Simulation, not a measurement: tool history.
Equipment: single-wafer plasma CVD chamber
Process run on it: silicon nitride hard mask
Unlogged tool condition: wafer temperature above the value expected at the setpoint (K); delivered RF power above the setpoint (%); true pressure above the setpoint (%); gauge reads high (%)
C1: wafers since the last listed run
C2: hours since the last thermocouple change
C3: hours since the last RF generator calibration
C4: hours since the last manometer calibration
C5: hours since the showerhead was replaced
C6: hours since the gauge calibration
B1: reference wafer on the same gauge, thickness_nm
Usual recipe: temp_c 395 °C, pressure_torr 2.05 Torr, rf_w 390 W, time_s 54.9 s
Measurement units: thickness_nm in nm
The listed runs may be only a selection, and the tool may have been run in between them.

run 1 hour=0 | temp_c=401 pressure_torr=2.26 rf_w=390 time_s=54.9 | C1=0 C2=2166 C3=1877.4 C4=1990.3 C5=5195.7 C6=156.8 | B1=90.035 | thickness_nm=88.308
run 2 hour=26.2 | temp_c=401 pressure_torr=2.26 rf_w=390 time_s=54.9 | C1=369 C2=2192.2 C3=1903.6 C4=2016.5 C5=5221.9 C6=183 | B1=90.481 | thickness_nm=88.118
run 3 hour=48.2 | temp_c=401 pressure_torr=2.26 rf_w=390 time_s=54.9 | C1=310 C2=2214.2 C3=1925.6 C4=2038.5 C5=5243.9 C6=205 | B1=90.457 | thickness_nm=88.18
run 4 hour=71.5 | temp_c=395 pressure_torr=2.05 rf_w=390 time_s=54.9 | C1=328 C2=2237.5 C3=1948.9 C4=2061.8 C5=5267.2 C6=228.3 | B1=90.432 | thickness_nm=84.807
run 5 hour=99.7 | temp_c=395 pressure_torr=2.05 rf_w=390 time_s=54.9 | C1=397 C2=2265.7 C3=1977.1 C4=2090 C5=5295.4 C6=256.5 | B1=90.311 | thickness_nm=84.497
run 6 hour=140.5 | temp_c=395 pressure_torr=2.05 rf_w=390 time_s=54.9 | C1=575 C2=2306.5 C3=2017.9 C4=2130.8 C5=5336.2 C6=297.3 | B1=90.324 | thickness_nm=84.19
-- hour=152.5 capacitance manometer re-zeroed and calibrated
run 7 hour=153.9 | temp_c=395 pressure_torr=2.05 rf_w=390 time_s=54.9 | C1=76 C2=2319.9 C3=2031.3 C4=1.4 C5=5349.6 C6=310.7 | B1=90.55 | thickness_nm=84.557
-- hour=167 thermocouple changed; heater temperature recalibrated
run 8 hour=180.4 | temp_c=395 pressure_torr=2.05 rf_w=390 time_s=54.9 | C1=260 C2=13.4 C3=2057.8 C4=27.9 C5=5376.1 C6=337.2 | B1=89.983 | thickness_nm=84.38
run 9 hour=207.4 | temp_c=395 pressure_torr=2.05 rf_w=390 time_s=54.9 | C1=380 C2=40.4 C3=2084.8 C4=54.9 C5=5403.1 C6=364.2 | B1=90.39 | thickness_nm=84.224
run 10 hour=238.8 | temp_c=395 pressure_torr=2.05 rf_w=390 time_s=54.9 | C1=442 C2=71.8 C3=2116.2 C4=86.3 C5=5434.5 C6=395.6 | B1=90.465 | thickness_nm=84.579
run 11 hour=252.6 | temp_c=395 pressure_torr=1.6 rf_w=390 time_s=54.9 | C1=194 C2=85.6 C3=2130 C4=100.1 C5=5448.3 C6=409.4 | B1=90.465 | thickness_nm=74.631
run 12 hour=281.3 | temp_c=382 pressure_torr=2.05 rf_w=390 time_s=63.2 | C1=404 C2=114.3 C3=2158.7 C4=128.8 C5=5477 C6=438.1 | B1=90.442 | thickness_nm=98.202
-- hour=306.5 gauge calibrated
run 13 hour=313.8 | temp_c=395 pressure_torr=2.05 rf_w=420 time_s=54.9 | C1=458 C2=146.8 C3=2191.2 C4=161.3 C5=5509.5 C6=7.3 | B1=90.189 | thickness_nm=87.5
run 14 hour=342.4 | temp_c=401 pressure_torr=2.05 rf_w=390 time_s=54.9 | C1=403 C2=175.4 C3=2219.8 C4=189.9 C5=5538.1 C6=35.9 | B1=90.279 | thickness_nm=84.309
-- hour=357.8 showerhead replaced
run 15 hour=358.3 | temp_c=384 pressure_torr=1.85 rf_w=390 time_s=54.9 | C1=111 C2=191.3 C3=2235.7 C4=205.8 C5=0.5 C6=51.8 | B1=89.993 | thickness_nm=81.19
-- hour=379.8 RF generator calibrated
run 16 hour=380.3 | temp_c=401 pressure_torr=2.26 rf_w=390 time_s=54.9 | C1=197 C2=213.3 C3=0.5 C4=227.8 C5=22.5 C6=73.8 | B1=90.356 | thickness_nm=88.095
run 17 hour=395.3 | temp_c=395 pressure_torr=2.05 rf_w=390 time_s=54.9 | C1=211 C2=228.3 C3=15.5 C4=242.8 C5=37.5 C6=88.8 | B1=90.291 | thickness_nm=84.992
run 18 hour=425.2 | temp_c=401 pressure_torr=2.26 rf_w=390 time_s=54.9 | C1=421 C2=258.2 C3=45.4 C4=272.7 C5=67.4 C6=118.7 | B1=90.265 | thickness_nm=87.54
run 19 hour=440 | temp_c=407 pressure_torr=2.05 rf_w=390 time_s=59.8 | C1=208 C2=273 C3=60.2 C4=287.5 C5=82.2 C6=133.5 | B1=90.31 | thickness_nm=92.422
run 20 hour=456.5 | temp_c=390 pressure_torr=2.05 rf_w=365 time_s=54.9 | C1=232 C2=289.5 C3=76.7 C4=304 C5=98.7 C6=150 | B1=90.466 | thickness_nm=81.693
run 21 hour=479.7 | temp_c=395 pressure_torr=2.05 rf_w=390 time_s=49.7 | C1=327 C2=312.7 C3=99.9 C4=327.2 C5=121.9 C6=173.2 | B1=90.247 | thickness_nm=76.042

Hidden state at the last listed run before each entry between runs and at the first one after, where it differs:
From run 6 to run 7: capacitance manometer re-zeroed and calibrated (hour 152.5)
  the hidden state is the same at both runs
From run 7 to run 8: thermocouple changed; heater temperature recalibrated (hour 167)
  the hidden state is the same at both runs
From run 12 to run 13: gauge calibrated (hour 306.5)
  the hidden state is the same at both runs
From run 14 to run 15: showerhead replaced (hour 357.8)
  the hidden state is the same at both runs
From run 15 to run 16: RF generator calibrated (hour 379.8)
  the hidden state is the same at both runs

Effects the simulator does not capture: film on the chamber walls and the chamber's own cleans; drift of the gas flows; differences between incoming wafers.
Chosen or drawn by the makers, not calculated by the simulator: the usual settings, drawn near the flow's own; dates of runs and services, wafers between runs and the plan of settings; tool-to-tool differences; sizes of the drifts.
